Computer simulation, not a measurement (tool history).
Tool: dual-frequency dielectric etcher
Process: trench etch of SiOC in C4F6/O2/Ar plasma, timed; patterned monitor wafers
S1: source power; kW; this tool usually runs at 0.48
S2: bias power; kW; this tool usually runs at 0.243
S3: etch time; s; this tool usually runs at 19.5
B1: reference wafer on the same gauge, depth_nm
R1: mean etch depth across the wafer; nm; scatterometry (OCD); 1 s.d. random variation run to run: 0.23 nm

run    hour    S1     S2    S3     B1     R1
  1       0  0.48  0.243  19.5  45.74  55.03
  2    50.4  0.48  0.243  19.5  45.67  55.33
  3    95.5  0.48  0.243  21.5  45.68  61.46
      149.9  -- wet clean of the chamber
  4   150.4  0.48  0.243  21.5  45.78  61.16
      211.6  -- upper electrode replaced
  5   212.1  0.48  0.243  19.5  45.83  55.61
  6   258.3  0.48  0.243  19.5   45.8   55.7
  7   294.2  0.48  0.243  19.5  45.83  55.19
      298.5  -- source power generator calibrated
  8   320.5  0.48  0.243  19.5  45.82  55.88
  9   386.5  0.58  0.243  19.5   45.8  60.22
 10   412.6  0.48  0.243  19.5   45.8  55.77
 11   449.2  0.57  0.198  25.5  45.85  72.26
 12   505.6   0.4  0.221    16  45.86   40.5
 13   534.4  0.44  0.227    16  45.91   42.8
 14   601.6  0.58  0.193    23  45.88   65.3
      640.9  -- wet clean of the chamber
        644  -- gauge calibrated
 15   659.9  0.48  0.243  19.5     44  52.94
 16   686.5  0.48  0.243  17.5  44.13  48.05
 17   721.1  0.48  0.243  15.5  44.17  42.58
 18   757.1  0.39  0.201    15  44.29  35.43
 19   788.8  0.44  0.284  23.5  44.33  66.57
 20   856.1  0.38   0.21    17  44.63  39.98
 21     883  0.48  0.243  19.5  44.61  54.09
     1048.8  -- wet clean of the chamber
 22  1049.3  0.48  0.243  19.5  45.01  55.07
 23  1104.5  0.48  0.243  19.5  45.04  54.67
     1147.6  -- bias power generator calibrated
 24  1148.1  0.51  0.274    15  45.09  45.22
 25  1354.3  0.48  0.243  19.5  45.36   55.3
 26  1391.4  0.48  0.243  19.5  45.37  54.72
 27  1430.6  0.48  0.243  19.5   45.4  55.02
 28  1489.6  0.39  0.243  14.5  45.44  37.62
     1532.7  -- wet clean of the chamber
 29  1533.2  0.58  0.243  15.5  45.48  47.29
 30  1592.3  0.48  0.243    21  45.59  59.63
 31  1623.8  0.51  0.279    25  45.62  76.46

Measured minus without-hidden-state, run by run (identical run-to-run variation in each term; gauge scatter may differ):
Unlogged tool condition in this case: etch rate over this chamber's usual, %; source power that arrives over what is set, %; bias power that arrives over what is set, %; gauge reads high (%).
run     R1
  1  +2.18
  2  +2.21
  3  +2.48
  4  +2.49
  5  +2.28
  6   +2.3
  7   +2.3
  8  +2.33
  9  +2.53
 10  +2.35
 11  +3.06
 12  +1.72
 13  +1.83
 14  +2.81
 15  +0.12
 16   +0.2
 17  +0.28
 18  +0.32
 19  +0.71
 20  +0.58
 21  +0.86
 22  +1.28
 23  +1.38
 24  +1.21
 25  +1.78
 26  +1.81
 27  +1.87
 28  +1.31
 29  +1.69
 30  +2.19
 31  +2.84
